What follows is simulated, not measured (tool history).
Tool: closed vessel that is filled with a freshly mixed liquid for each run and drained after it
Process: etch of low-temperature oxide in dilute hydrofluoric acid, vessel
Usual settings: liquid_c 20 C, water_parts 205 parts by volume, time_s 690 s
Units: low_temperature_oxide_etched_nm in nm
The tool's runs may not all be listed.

run	hour	liquid_c	water_parts	time_s	wafers since the last listed run	hours since the thermometer was replaced	hours since the hydrofluoric acid flow meter was replaced	hours since the gauge calibration	read-back film thickness of the low-temperature oxide reference wafer, read on the same gauge (nm)	low_temperature_oxide_etched_nm
1	0	20	205	690	0	80.6	488.2	183.2	110.03	28.21
2	59.5	17.5	205	690	5192	140.1	547.7	242.7	110.01	25.8
3	134.5	17.5	205	690	6545	215.1	622.7	317.7	110.03	25.82
4	224.3	20	130	690	7836	304.9	712.5	407.5	109.97	48.61
5	316.9	20	130	690	8081	397.5	805.1	500.1	109.99	48.55
6	373.5	20	130	690	4939	454.1	861.7	556.7	109.99	49.17
7	428.9	20	205	690	4834	509.5	917.1	612.1	109.98	29.11
8	493.9	20	240	690	5672	574.5	982.1	677.1	110.05	23.91
# hour 552.3: thermometer replaced
9	560.1	20	105	460	5690	7.8	1048.3	743.3	110.04	41.75
10	652	20	205	690	8020	99.7	1140.2	835.2	109.98	28.9
# hour 684.7: gauge calibrated
11	744.5	17	295	530	8072	192.2	1232.7	59.8	109.94	12.99
# hour 793.4: hydrofluoric acid flow meter replaced
12	846.9	25	205	570	8849	294.6	53.5	162.2	110.03	27.37
13	911.1	17	205	795	5602	358.8	117.7	226.4	109.97	28.21
14	974.3	17	250	690	5515	422	180.9	289.6	109.96	19.51
15	1071.3	24.5	240	915	8465	519	277.9	386.6	110.01	36.04

4 ways to go on from here, each from the tool as it stands after run 15. What would each give?
A	1072.1	20	205	540	69	519.8	278.7	387.4	?	?
B	1072.1	17	235	960	69	519.8	278.7	387.4	?	?
C	1072.1	17	120	550	69	519.8	278.7	387.4	?	?
D	1072.1	18	235	980	69	519.8	278.7	387.4	?	?

run	read-back film thickness of the low-temperature oxide reference wafer, read on the same gauge (nm)	low_temperature_oxide_etched_nm
A	109.97	21.83
B	109.97	29.31
C	109.97	36.58
D	109.97	31.11
Without the tool's hidden state the same runs would have given:
run	low_temperature_oxide_etched_nm
A	21.33
B	28.63
C	35.79
D	30.39
